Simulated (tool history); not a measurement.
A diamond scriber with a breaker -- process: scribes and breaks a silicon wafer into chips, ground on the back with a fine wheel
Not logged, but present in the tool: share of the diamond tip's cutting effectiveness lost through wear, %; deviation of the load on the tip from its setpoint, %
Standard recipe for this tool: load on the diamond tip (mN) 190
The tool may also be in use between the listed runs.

run,hour,load on the diamond tip (mN),wafers since the last listed run,hours since the diamond tip was replaced,hours since the load on the tip was calibrated,"incoming depth of the damage left on the back of the incoming wafer, um",depth of the median crack under the scribed line (um),chips rejected at inspection after the break (%)
1,0.0,190,0,802.5,1001.7,2.16,7.34,3.64
2,37.4,158,108,839.9,1039.1,1.79,6.51,9.16
3,90.9,158,154,893.4,1092.6,2.07,6.55,10.36
4,156.8,190,190,959.3,1158.5,2.31,7.27,5.02
5,194.6,190,109,997.1,1196.3,2.59,7.31,6.20
6,264.7,210,202,1067.2,1266.4,1.52,7.72,1.45
# hour 291.3: diamond tip replaced by a new one
7,351.6,210,245,60.3,1353.3,1.92,8.52,2.03
8,398.5,190,135,107.2,1400.2,3.00,8.00,5.82
# hour 465.2: load on the tip recalibrated
9,473.4,159,210,182.1,8.2,1.79,7.00,5.21
10,581.2,222,311,289.9,116.0,1.56,8.67,1.81
11,663.5,190,237,372.2,198.3,2.27,7.71,3.30
12,702.4,159,112,411.1,237.2,2.10,6.64,7.04
13,775.4,217,211,484.1,310.2,2.90,8.41,4.33
14,863.8,155,255,572.5,398.6,2.61,6.65,11.73
15,964.1,166,289,672.8,498.9,2.43,6.83,8.56

Hidden state or all else? Some run-to-run changes of depth of the median crack under the scribed line (um), split into what the settings, what came in and random variation would give without the hidden state, and what is left for the hidden state (with any gauge scatter that isn't in both results):
Run 6 -> 7: diamond tip replaced by a new one. depth of the median crack under the scribed line (um) +0.80: hidden state +0.80, all else +0.00.
Run 12 -> 13: load on the diamond tip (mN) 159 -> 217. depth of the median crack under the scribed line (um) +1.77: hidden state -0.16, all else +1.93.
